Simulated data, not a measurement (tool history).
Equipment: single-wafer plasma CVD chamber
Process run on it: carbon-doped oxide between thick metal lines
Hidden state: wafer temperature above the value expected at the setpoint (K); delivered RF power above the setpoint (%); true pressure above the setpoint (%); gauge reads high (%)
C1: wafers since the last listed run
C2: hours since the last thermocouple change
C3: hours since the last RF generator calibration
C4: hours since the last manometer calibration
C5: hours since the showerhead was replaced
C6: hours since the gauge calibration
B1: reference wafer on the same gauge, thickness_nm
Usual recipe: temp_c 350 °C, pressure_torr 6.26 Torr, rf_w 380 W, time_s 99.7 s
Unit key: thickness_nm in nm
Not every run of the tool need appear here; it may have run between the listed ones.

Run 1, day 0.000: usual settings; C1 0; C2 1786.2; C3 1174.2; C4 1310.9; C5 4380.5; C6 447.4; B1 433.141. Result: thickness_nm 420.344 nm.
Run 2, day 0.471: usual settings; C1 147; C2 1797.5; C3 1185.5; C4 1322.2; C5 4391.8; C6 458.7; B1 433.368. Result: thickness_nm 422.002 nm.
Run 3, day 0.762: usual settings but temp_c 347 °C, pressure_torr 6.79 Torr; C1 91; C2 1804.5; C3 1192.5; C4 1329.2; C5 4398.8; C6 465.7; B1 433.104. Result: thickness_nm 429.840 nm.
Run 4, day 1.129: usual settings but temp_c 347 °C, pressure_torr 6.79 Torr; C1 114; C2 1813.3; C3 1201.3; C4 1338.0; C5 4407.6; C6 474.5; B1 433.003. Result: thickness_nm 429.504 nm.
Run 5, day 1.633: usual settings but temp_c 347 °C, pressure_torr 6.79 Torr; C1 157; C2 1825.4; C3 1213.4; C4 1350.1; C5 4419.7; C6 486.6; B1 433.262. Result: thickness_nm 428.265 nm.
Run 6, day 2.342: usual settings but rf_w 345 W; C1 221; C2 1842.4; C3 1230.4; C4 1367.1; C5 4436.7; C6 503.6; B1 432.807. Result: thickness_nm 386.322 nm.
Run 7, day 2.688: usual settings but rf_w 345 W; C1 108; C2 1850.7; C3 1238.7; C4 1375.4; C5 4445.0; C6 511.9; B1 433.001. Result: thickness_nm 385.695 nm.
Run 8, day 3.350: usual settings; C1 207; C2 1866.6; C3 1254.6; C4 1391.3; C5 4460.9; C6 527.8; B1 432.752. Result: thickness_nm 426.292 nm.
Run 9, day 4.062: usual settings but temp_c 354 °C, pressure_torr 5.61 Torr, rf_w 410 W; C1 222; C2 1883.7; C3 1271.7; C4 1408.4; C5 4478.0; C6 544.9; B1 433.521. Result: thickness_nm 445.460 nm.
At day 4.821: RF generator calibrated.
Run 10, day 4.842: usual settings but rf_w 420 W; C1 139; C2 1902.4; C3 0.5; C4 1427.1; C5 4496.7; C6 563.6; B1 433.201. Result: thickness_nm 463.898 nm.
Run 11, day 5.392: usual settings; C1 172; C2 1915.6; C3 13.7; C4 1440.3; C5 4509.9; C6 576.8; B1 432.899. Result: thickness_nm 420.909 nm.
Run 12, day 5.946: usual settings but temp_c 342 °C, time_s 111.1 s; C1 173; C2 1928.9; C3 27.0; C4 1453.6; C5 4523.2; C6 590.1; B1 432.601. Result: thickness_nm 481.594 nm.
At day 6.288: gauge calibrated.
Run 13, day 6.629: usual settings but temp_c 362 °C, time_s 86.3 s; C1 213; C2 1945.3; C3 43.4; C4 1470.0; C5 4539.6; C6 8.2; B1 432.773. Result: thickness_nm 352.951 nm.
At day 7.850: thermocouple changed; heater temperature recalibrated.
Run 14, day 8.792: usual settings but temp_c 343 °C, time_s 118.7 s; C1 572; C2 22.6; C3 95.3; C4 1521.9; C5 4591.5; C6 60.1; B1 432.832. Result: thickness_nm 512.817 nm.
Run 15, day 9.288: usual settings but temp_c 355 °C, pressure_torr 7.23 Torr, rf_w 335 W, time_s 84.8 s; C1 155; C2 34.5; C3 107.2; C4 1533.8; C5 4603.4; C6 72.0; B1 432.341. Result: thickness_nm 315.336 nm.
At day 9.779: capacitance manometer re-zeroed and calibrated.
Run 16, day 9.988: usual settings; C1 114; C2 51.3; C3 124.0; C4 5.0; C5 4620.2; C6 88.8; B1 433.173. Result: thickness_nm 420.788 nm.
Run 17, day 10.512: usual settings but pressure_torr 7.02 Torr; C1 164; C2 63.9; C3 136.6; C4 17.6; C5 4632.8; C6 101.4; B1 433.641. Result: thickness_nm 428.124 nm.
Run 18, day 11.217: usual settings but temp_c 358 °C, rf_w 455 W; C1 220; C2 80.8; C3 153.5; C4 34.5; C5 4649.7; C6 118.3; B1 432.859. Result: thickness_nm 484.022 nm.
Run 19, day 11.883: usual settings; C1 208; C2 96.8; C3 169.5; C4 50.5; C5 4665.7; C6 134.3; B1 432.956. Result: thickness_nm 426.953 nm.
At day 12.617: showerhead replaced.
Run 20, day 13.775: usual settings; C1 487; C2 142.2; C3 214.9; C4 95.9; C5 27.8; C6 179.7; B1 433.110. Result: thickness_nm 421.960 nm.
Run 21, day 14.292: usual settings but pressure_torr 5.84 Torr, rf_w 420 W; C1 161; C2 154.6; C3 227.3; C4 108.3; C5 40.2; C6 192.1; B1 432.776. Result: thickness_nm 459.589 nm.
Run 22, day 14.854: usual settings but temp_c 343 °C, pressure_torr 5.45 Torr, rf_w 420 W; C1 175; C2 168.1; C3 240.8; C4 121.8; C5 53.7; C6 205.6; B1 433.060. Result: thickness_nm 465.007 nm.
Run 23, day 15.496: usual settings but temp_c 343 °C, pressure_torr 5.00 Torr, rf_w 315 W; C1 200; C2 183.5; C3 256.2; C4 137.2; C5 69.1; C6 221.0; B1 433.268. Result: thickness_nm 347.396 nm.
Run 24, day 15.854: usual settings; C1 112; C2 192.1; C3 264.8; C4 145.8; C5 77.7; C6 229.6; B1 433.077. Result: thickness_nm 421.096 nm.
Run 25, day 16.596: usual settings; C1 232; C2 209.9; C3 282.6; C4 163.6; C5 95.5; C6 247.4; B1 433.099. Result: thickness_nm 425.998 nm.
Run 26, day 16.867: usual settings; C1 84; C2 216.4; C3 289.1; C4 170.1; C5 102.0; C6 253.9; B1 433.055. Result: thickness_nm 423.852 nm.
Run 27, day 17.212: usual settings but pressure_torr 7.40 Torr, time_s 113.6 s; C1 108; C2 224.7; C3 297.4; C4 178.4; C5 110.3; C6 262.2; B1 433.310. Result: thickness_nm 488.010 nm.
Run 28, day 17.804: usual settings but rf_w 435 W; C1 185; C2 238.9; C3 311.6; C4 192.6; C5 124.5; C6 276.4; B1 432.640. Result: thickness_nm 484.993 nm.
Run 29, day 18.467: usual settings but temp_c 363 °C, time_s 105.5 s; C1 207; C2 254.8; C3 327.5; C4 208.5; C5 140.4; C6 292.3; B1 432.813. Result: thickness_nm 434.385 nm.

Branching from run 29: 3 alternative next runs. What would each branch give?
Run A, day 18.483: usual settings but temp_c 355 °C; C1 5; C2 255.2; C3 327.9; C4 208.9; C5 140.8; C6 292.7; B1 ?. Result: thickness_nm ?.
Run B, day 18.483: usual settings but temp_c 336 °C, pressure_torr 7.12 Torr; C1 5; C2 255.2; C3 327.9; C4 208.9; C5 140.8; C6 292.7; B1 ?. Result: thickness_nm ?.
Run C, day 18.483: usual settings but temp_c 336 °C, pressure_torr 7.68 Torr, rf_w 420 W, time_s 110.1 s; C1 5; C2 255.2; C3 327.9; C4 208.9; C5 140.8; C6 292.7; B1 ?. Result: thickness_nm ?.

run       B1  thickness_nm
  A  433.054       416.830
  B  433.054       446.239
  C  433.054       543.244
Stripped of hidden state, with their random variation kept, the same runs would have yielded:
run  thickness_nm
  A       416.830
  B       446.239
  C       543.244
